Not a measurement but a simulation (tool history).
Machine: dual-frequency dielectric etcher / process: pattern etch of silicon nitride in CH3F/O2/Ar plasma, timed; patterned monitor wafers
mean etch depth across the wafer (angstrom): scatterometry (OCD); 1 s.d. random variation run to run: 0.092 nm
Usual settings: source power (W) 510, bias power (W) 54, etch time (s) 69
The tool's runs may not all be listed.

run	hour	source power (W)	bias power (W)	etch time (s)	read-back reference wafer on the same gauge, depth_nm	mean etch depth across the wafer (angstrom)
1	0	600	62	69	49.68	503.1
2	17.6	420	54	69	49.69	439.1
3	30.1	420	54	69	49.68	440.2
# hour 58.4: upper electrode replaced
4	58.9	420	54	69	49.73	440.3
5	79.2	510	54	69	49.72	459.5
6	92.4	510	54	69	49.69	460.9
7	114	510	54	52.5	49.71	350.7
8	140.7	510	46	69	49.71	436.9
# hour 153.2: bias power generator calibrated
9	154.4	510	54	69	49.7	461.7
10	171.1	510	59	53	49.71	367.7
# hour 204.3: source power generator calibrated
11	206.9	630	54	88.5	49.7	625.4
12	237.9	450	66	85.5	49.68	603
13	252.1	510	45	69	49.72	435.7
14	276.2	580	48	76	49.69	505.3
15	295.5	510	54	69	49.69	464.9
16	331.4	580	54	57.5	49.73	400
# hour 380: wet clean of the chamber
17	380.5	570	54	78	49.67	529.8
18	392.1	630	41	69	49.72	437.8
19	406.6	400	49	78.5	49.68	475.5
20	437.3	510	46	69	49.71	432
21	458.5	560	46	51	49.69	326.7
22	482.7	470	64	61.5	49.74	427.5
23	511.4	460	49	78	49.68	489.9
24	544.7	610	65	59	49.69	439
25	571.4	610	48	69	49.72	461
26	599.8	510	54	69	49.71	460.7
27	618.7	460	42	69	49.7	412.8
28	632.4	510	54	89	49.72	595.2
29	656.6	540	50	80.5	49.71	531.2
30	677.8	630	54	88.5	49.69	624.7
31	699.8	550	42	49.5	49.66	309.3

Give the tool's hidden conditions for every run:
source power that arrives over what is set, %: 0 at every run
bias power that arrives over what is set, %: 0 at every run
gauge reads high (%): 0 at every run
H1: etch rate over this chamber's usual, %
run	H1
1	0.414
2	0.5
3	0.561
4	0.701
5	0.799
6	0.864
7	0.969
8	1.1
9	1.17
10	1.25
11	1.42
12	1.57
13	1.64
14	1.76
15	1.85
16	2.03
17	-0.178
18	-0.122
19	-0.0512
20	0.0982
21	0.201
22	0.319
23	0.459
24	0.621
25	0.751
26	0.889
27	0.981
28	1.05
29	1.17
30	1.27
31	1.38
